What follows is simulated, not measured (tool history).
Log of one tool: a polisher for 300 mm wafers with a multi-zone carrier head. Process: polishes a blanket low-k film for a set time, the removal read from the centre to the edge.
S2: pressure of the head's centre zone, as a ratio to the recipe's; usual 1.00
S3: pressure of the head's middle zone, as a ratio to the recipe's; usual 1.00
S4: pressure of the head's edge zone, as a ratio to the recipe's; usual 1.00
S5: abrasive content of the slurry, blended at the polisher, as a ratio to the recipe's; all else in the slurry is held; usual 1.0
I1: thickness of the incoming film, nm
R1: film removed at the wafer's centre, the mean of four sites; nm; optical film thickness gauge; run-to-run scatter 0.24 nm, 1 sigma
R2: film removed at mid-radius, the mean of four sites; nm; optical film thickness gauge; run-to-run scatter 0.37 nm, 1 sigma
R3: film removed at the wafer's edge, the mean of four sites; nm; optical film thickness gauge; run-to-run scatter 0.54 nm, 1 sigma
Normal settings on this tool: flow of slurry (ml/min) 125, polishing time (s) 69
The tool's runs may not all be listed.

Run 1, hour 0.0: usual settings but S2 1.03, polishing time (s) 54; I1 444.7. Result: R1 29.7 nm, R2 29.2 nm, R3 29.6 nm.
Run 2, hour 39.2: usual settings; I1 439.8. Result: R1 36.4 nm, R2 37.2 nm, R3 38.1 nm.
Run 3, hour 108.6: usual settings but flow of slurry (ml/min) 115, S5 1.1; I1 437.4. Result: R1 36.7 nm, R2 38.4 nm, R3 38.6 nm.
Run 4, hour 163.8: usual settings but S4 1.04, S5 1.1; I1 435.5. Result: R1 37.3 nm, R2 38.8 nm, R3 39.3 nm.
Run 5, hour 224.8: usual settings; I1 439.8. Result: R1 36.5 nm, R2 37.2 nm, R3 38.2 nm.
Run 6, hour 258.0: usual settings but S4 1.06, polishing time (s) 78; I1 437.9. Result: R1 41.5 nm, R2 43.4 nm, R3 43.7 nm.
At hour 275.5: centre zone pressure recalibrated.
Run 7, hour 288.4: usual settings but S4 1.06, polishing time (s) 78; I1 432.5. Result: R1 41.1 nm, R2 43.1 nm, R3 45.0 nm.
Run 8, hour 317.6: usual settings but S2 1.04; I1 446.6. Result: R1 37.7 nm, R2 37.0 nm, R3 38.4 nm.
Run 9, hour 375.4: usual settings but flow of slurry (ml/min) 155, S2 0.96, S3 0.91; I1 445.3. Result: R1 36.9 nm, R2 36.7 nm, R3 40.0 nm.
At hour 386.6: worn pad replaced by a new one.
Run 10, hour 412.6: usual settings but S2 1.03, polishing time (s) 82; I1 438.2. Result: R1 44.6 nm, R2 45.1 nm, R3 46.0 nm.
At hour 462.2: slurry nozzle cleaned.
Run 11, hour 468.8: usual settings but S2 1.06; I1 444.9. Result: R1 38.2 nm, R2 37.8 nm, R3 37.5 nm.
Run 12, hour 511.1: usual settings; I1 436.5. Result: R1 36.5 nm, R2 37.3 nm, R3 37.7 nm.
At hour 565.0: edge zone pressure recalibrated.
Run 13, hour 571.0: usual settings but flow of slurry (ml/min) 150, S3 1.05, S5 1.1, polishing time (s) 54; I1 442.8. Result: R1 30.2 nm, R2 33.0 nm, R3 31.6 nm.

Predict the results of run 14:
Run 14, hour 606.0: usual settings but flow of slurry (ml/min) 160, S2 1.07, polishing time (s) 89; I1 437.5. Result: R1 ?, R2 ?, R3 ?.

R1: 53.2 nm
R2: 51.7 nm
R3: 51.6 nm
On a tool with no hidden condition, and with the same random variation, this run would have come out at R1 53.2 nm, R2 51.7 nm, R3 51.6 nm.

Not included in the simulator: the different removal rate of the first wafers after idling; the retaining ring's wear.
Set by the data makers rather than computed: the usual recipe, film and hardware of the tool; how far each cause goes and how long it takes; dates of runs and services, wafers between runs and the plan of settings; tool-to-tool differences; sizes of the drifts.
